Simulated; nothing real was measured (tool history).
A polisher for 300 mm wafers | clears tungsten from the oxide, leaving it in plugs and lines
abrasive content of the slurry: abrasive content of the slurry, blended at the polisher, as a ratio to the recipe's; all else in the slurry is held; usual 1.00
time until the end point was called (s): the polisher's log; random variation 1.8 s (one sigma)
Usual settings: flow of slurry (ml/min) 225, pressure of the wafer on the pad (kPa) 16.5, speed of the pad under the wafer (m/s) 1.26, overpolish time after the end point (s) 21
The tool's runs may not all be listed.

| run | hour | flow of slurry (ml/min) | pressure of the wafer on the pad (kPa) | speed of the pad under the wafer (m/s) | abrasive content of the slurry | overpolish time after the end point (s) | wafers since the last listed run | wafers polished on this pad | hours since the slurry nozzle was cleaned | hours since the head pressure was calibrated | hours since the slurry blender was calibrated | hours since the slurry got fresh peroxide | incoming thickness of the incoming film, nm | time until the end point was called (s) |
|---|---|---|---|---|---|---|---|---|---|---|---|---|---|---|
| 1 | 0.0 | 225 | 16.5 | 1.26 | 1.00 | 21 | 0 | 185 | 108.8 | 797.3 | 194.9 | 213.9 | 408.2 | 91.9 |
|  | 15.8 | slurry tank refilled with fresh slurry and peroxide |
| 2 | 35.9 | 225 | 16.5 | 1.26 | 1.00 | 21 | 173 | 359 | 144.7 | 833.2 | 230.8 | 20.1 | 396.0 | 88.1 |
| 3 | 56.5 | 165 | 16.5 | 1.26 | 1.00 | 21 | 102 | 461 | 165.3 | 853.8 | 251.4 | 40.7 | 400.2 | 90.2 |
| 4 | 76.6 | 225 | 16.5 | 1.36 | 1.00 | 21 | 99 | 561 | 185.4 | 873.9 | 271.5 | 60.8 | 402.2 | 85.8 |
| 5 | 110.5 | 160 | 12.4 | 1.66 | 0.80 | 21 | 168 | 729 | 219.3 | 907.8 | 305.4 | 94.7 | 406.1 | 104.7 |
|  | 127.9 | head pressure recalibrated |
| 6 | 140.2 | 225 | 16.5 | 1.26 | 1.00 | 21 | 137 | 867 | 249.0 | 12.3 | 335.1 | 124.4 | 407.2 | 94.3 |
| 7 | 154.1 | 225 | 16.5 | 1.26 | 1.25 | 21 | 69 | 936 | 262.9 | 26.2 | 349.0 | 138.3 | 405.6 | 85.1 |
| 8 | 183.6 | 225 | 16.5 | 1.26 | 1.00 | 21 | 146 | 1083 | 292.4 | 55.7 | 378.5 | 167.8 | 404.7 | 91.4 |
| 9 | 209.2 | 280 | 12.4 | 0.86 | 1.25 | 21 | 127 | 1210 | 318.0 | 81.3 | 404.1 | 193.4 | 398.2 | 146.1 |
| 10 | 238.6 | 225 | 16.5 | 1.06 | 1.00 | 18 | 146 | 1356 | 347.4 | 110.7 | 433.5 | 222.8 | 401.8 | 101.8 |
|  | 253.6 | worn pad replaced by a new one |
| 11 | 256.9 | 225 | 16.5 | 1.06 | 0.80 | 21 | 71 | 16 | 365.7 | 129.0 | 451.8 | 241.1 | 408.3 | 115.9 |
|  | 261.6 | slurry tank refilled with fresh slurry and peroxide |
| 12 | 289.3 | 225 | 16.5 | 1.26 | 1.00 | 21 | 156 | 172 | 398.1 | 161.4 | 484.2 | 27.7 | 408.1 | 91.0 |
|  | 298.3 | slurry blender recalibrated |
| 13 | 320.7 | 225 | 16.5 | 1.02 | 1.00 | 21 | 146 | 318 | 429.5 | 192.8 | 22.4 | 59.1 | 407.7 | 106.6 |
|  | 350.4 | slurry nozzle cleaned |
| 14 | 385.7 | 200 | 16.5 | 1.26 | 1.25 | 21 | 318 | 636 | 35.3 | 257.8 | 87.4 | 124.1 | 413.3 | 85.1 |
| 15 | 399.1 | 225 | 16.5 | 1.26 | 1.00 | 21 | 66 | 703 | 48.7 | 271.2 | 100.8 | 137.5 | 404.8 | 88.5 |
| 16 | 420.9 | 225 | 16.5 | 1.26 | 1.00 | 21 | 108 | 811 | 70.5 | 293.0 | 122.6 | 159.3 | 406.0 | 88.8 |
| 17 | 446.5 | 155 | 16.5 | 1.26 | 1.00 | 11 | 127 | 938 | 96.1 | 318.6 | 148.2 | 184.9 | 403.6 | 93.3 |
| 18 | 480.6 | 190 | 11.0 | 1.26 | 0.70 | 11 | 169 | 1108 | 130.2 | 352.7 | 182.3 | 219.0 | 397.3 | 152.0 |
|  | 510.3 | worn pad replaced by a new one |
| 19 | 515.6 | 225 | 16.5 | 0.82 | 1.00 | 25 | 154 | 26 | 165.2 | 387.7 | 217.3 | 254.0 | 405.8 | 127.0 |
| 20 | 545.9 | 225 | 16.5 | 1.02 | 1.00 | 21 | 150 | 176 | 195.5 | 418.0 | 247.6 | 284.3 | 405.1 | 107.4 |
|  | 548.2 | slurry tank refilled with fresh slurry and peroxide |
| 21 | 559.4 | 170 | 16.5 | 0.90 | 1.00 | 21 | 62 | 238 | 209.0 | 431.5 | 261.1 | 11.2 | 398.1 | 122.3 |
| 22 | 587.3 | 225 | 20.0 | 1.26 | 1.00 | 15 | 138 | 377 | 236.9 | 459.4 | 289.0 | 39.1 | 398.8 | 74.5 |
| 23 | 618.4 | 185 | 16.5 | 1.26 | 1.00 | 21 | 154 | 532 | 268.0 | 490.5 | 320.1 | 70.2 | 403.6 | 96.0 |
| 24 | 642.3 | 190 | 20.0 | 1.26 | 1.00 | 21 | 118 | 650 | 291.9 | 514.4 | 344.0 | 94.1 | 400.2 | 78.7 |
| 25 | 704.2 | 225 | 16.5 | 1.26 | 1.00 | 17 | 307 | 958 | 353.8 | 576.3 | 405.9 | 156.0 | 400.4 | 90.7 |

5 ways to go on from here, each from the tool as it stands after run 25. What would each give?
| A | 704.7 | 225 | 16.5 | 1.26 | 0.75 | 21 | 2 | 960 | 354.3 | 576.8 | 406.4 | 156.5 | 403.1 | ? |
| B | 704.7 | 225 | 16.5 | 1.26 | 0.80 | 11 | 2 | 960 | 354.3 | 576.8 | 406.4 | 156.5 | 403.1 | ? |
| C | 704.7 | 225 | 16.5 | 1.26 | 0.85 | 21 | 2 | 960 | 354.3 | 576.8 | 406.4 | 156.5 | 403.1 | ? |
| D | 704.7 | 180 | 16.5 | 0.84 | 1.25 | 27 | 2 | 960 | 354.3 | 576.8 | 406.4 | 156.5 | 403.1 | ? |
| E | 704.7 | 225 | 16.5 | 1.26 | 1.20 | 21 | 2 | 960 | 354.3 | 576.8 | 406.4 | 156.5 | 403.1 | ? |

| run | time until the end point was called (s) |
|---|---|
| A | 97.2 |
| B | 95.3 |
| C | 93.6 |
| D | 117.1 |
| E | 84.5 |
Without the tool's hidden state the same runs would have given:
| run | time until the end point was called (s) |
|---|---|
| A | 97.2 |
| B | 95.3 |
| C | 93.6 |
| D | 117.1 |
| E | 84.5 |
